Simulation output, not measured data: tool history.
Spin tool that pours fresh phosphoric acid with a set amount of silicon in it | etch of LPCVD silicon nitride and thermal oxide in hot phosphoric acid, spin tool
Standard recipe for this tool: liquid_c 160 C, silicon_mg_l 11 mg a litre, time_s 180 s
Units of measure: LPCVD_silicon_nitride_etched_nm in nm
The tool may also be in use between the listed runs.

run	hour	liquid_c	silicon_mg_l	time_s	read-back film thickness of the LPCVD silicon nitride reference wafer, read on the same gauge (nm)	LPCVD_silicon_nitride_etched_nm
1	0	160	11	180	29.98	13.38
2	16.4	160	11	180	29.98	13.3
3	26.5	160	11	180	29.97	13.5
4	39.5	160	11	180	29.99	13.46
5	55.8	158	13	180	30.02	12.67
6	68.5	158	13	180	29.98	12.57
7	85.1	158	13	180	30.01	12.64
8	102.6	160	11	180	30.01	13.51
9	142.2	160	11	180	29.99	13.44
# hour 149.2: thermometer replaced
10	153	160	11	180	30	13.61
# hour 156.1: dissolved silicon flow meter replaced
11	169.5	160	15.5	180	30.02	13.52
12	182.5	158	6	180	29.99	12.57
# hour 188.6: gauge calibrated
13	198.3	160	11	80	29.98	5.94
14	209.6	159	3.5	180	29.98	13.15
15	219.8	160	11	180	30.01	13.41
16	227	162	11	85	30.02	6.84
# hour 237.6: heated supply line repaired
17	238.1	157.5	4	230	29.99	15.63
18	265.8	160	11	130	30	9.74
19	277.4	160	5	180	30.04	13.39
20	293.2	160	11	180	30.04	13.54
21	322.7	160	11	180	29.99	13.49
22	329.2	157	11	115	29.98	7.75

4 options for the next run, each taken on its own from the tool as it stands now. Forecast them:
A	329.7	160	11	180	?	?
B	329.7	161.5	8.5	150	?	?
C	329.7	158.5	15	105	?	?
D	329.7	160	11	210	?	?

run	read-back film thickness of the LPCVD silicon nitride reference wafer, read on the same gauge (nm)	LPCVD_silicon_nitride_etched_nm
A	30.02	13.36
B	30.02	11.71
C	30.02	7.41
D	30.02	15.59
Without the tool's hidden state the same runs would have given:
run	LPCVD_silicon_nitride_etched_nm
A	13.36
B	11.71
C	7.41
D	15.59
